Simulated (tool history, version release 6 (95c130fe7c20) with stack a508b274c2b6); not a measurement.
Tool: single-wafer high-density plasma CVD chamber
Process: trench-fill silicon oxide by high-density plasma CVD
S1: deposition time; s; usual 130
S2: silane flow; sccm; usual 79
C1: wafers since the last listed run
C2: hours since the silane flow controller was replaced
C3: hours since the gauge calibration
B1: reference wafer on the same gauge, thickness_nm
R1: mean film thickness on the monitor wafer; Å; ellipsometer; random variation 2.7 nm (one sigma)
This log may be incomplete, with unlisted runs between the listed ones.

run	day	S1	S2	C1	C2	C3	B1	R1
1	0.000	130	79	0	1406.1	1261.1	1089.939	10217.91
2	1.758	130	79	577	1448.3	1303.3	1090.842	10204.69
3	3.950	130	79	720	1500.9	1355.9	1089.339	10219.04
4	7.346	130	79	1115	1582.4	1437.4	1089.980	10234.08
5	10.438	130	79	1015	1656.6	1511.6	1089.636	10199.43
6	14.854	130	79	1451	1762.6	1617.6	1089.789	10245.05
7	18.958	130	79	1348	1861.1	1716.1	1089.612	10244.31
8	21.500	130	79	835	1922.1	1777.1	1090.309	10207.24
9	24.496	130	79	984	1994.0	1849.0	1089.901	10256.09
10	27.867	130	79	1107	2074.9	1929.9	1089.080	10266.98
11	31.296	130	79	1126	2157.2	2012.2	1090.722	10216.82
12	34.608	130	79	1088	2236.7	2091.7	1089.687	10307.15
13	37.429	130	79	926	2304.4	2159.4	1090.193	10285.07
14	40.579	138	79	1034	2380.0	2235.0	1090.164	10902.65
15	42.338	138	79	577	2422.2	2277.2	1090.927	10894.41
16	44.058	138	79	565	2463.5	2318.5	1089.433	10915.49
17	46.225	130	65	711	2515.5	2370.5	1089.494	8433.87
18	47.917	130	79	555	2556.1	2411.1	1088.658	10321.50
19	50.658	105	88	900	2621.9	2476.9	1089.612	9270.88
20	53.658	107	79	985	2693.9	2548.9	1089.901	8483.72
# day 55.362: gauge calibrated
21	56.217	147	85	840	2755.3	20.5	1089.249	12505.67
22	60.333	130	79	1352	2854.1	119.3	1090.363	10335.15
23	62.267	120	67	635	2900.5	165.7	1089.919	8066.22
# day 63.929: silane flow controller replaced
24	65.504	108	91	954	37.8	243.4	1091.145	9748.73
25	69.212	130	79	1218	126.8	332.4	1089.146	10202.61
26	80.042	137	79	3558	386.7	592.3	1090.878	10710.72
27	83.642	142	79	1182	473.1	678.7	1090.199	11160.19
28	86.392	130	79	903	539.1	744.7	1090.835	10184.10
29	89.575	130	89	1045	615.5	821.1	1090.347	11478.65
30	92.962	130	79	1113	696.8	902.4	1090.818	10153.79
31	95.100	130	79	702	748.1	953.7	1089.556	10236.35
32	99.517	146	69	1451	854.1	1059.7	1090.424	10032.86

What would each run have given without the hidden state, its run-to-run variation left as it was?
Hidden conditions of the tool in this case: delivered silane flow above the setpoint (%); gauge reads high (%).
run	R1
1	10188.86
2	10173.76
3	10185.58
4	10196.55
5	10158.20
6	10197.83
7	10191.40
8	10150.85
9	10194.94
10	10200.50
11	10145.14
12	10229.25
13	10202.44
14	10809.07
15	10797.49
16	10814.97
17	8352.83
18	10219.04
19	9173.98
20	8390.05
21	12361.15
22	10206.90
23	7962.82
24	9753.75
25	10207.63
26	10713.74
27	11162.03
28	10184.71
29	11477.74
30	10151.28
31	10232.63
32	10026.53
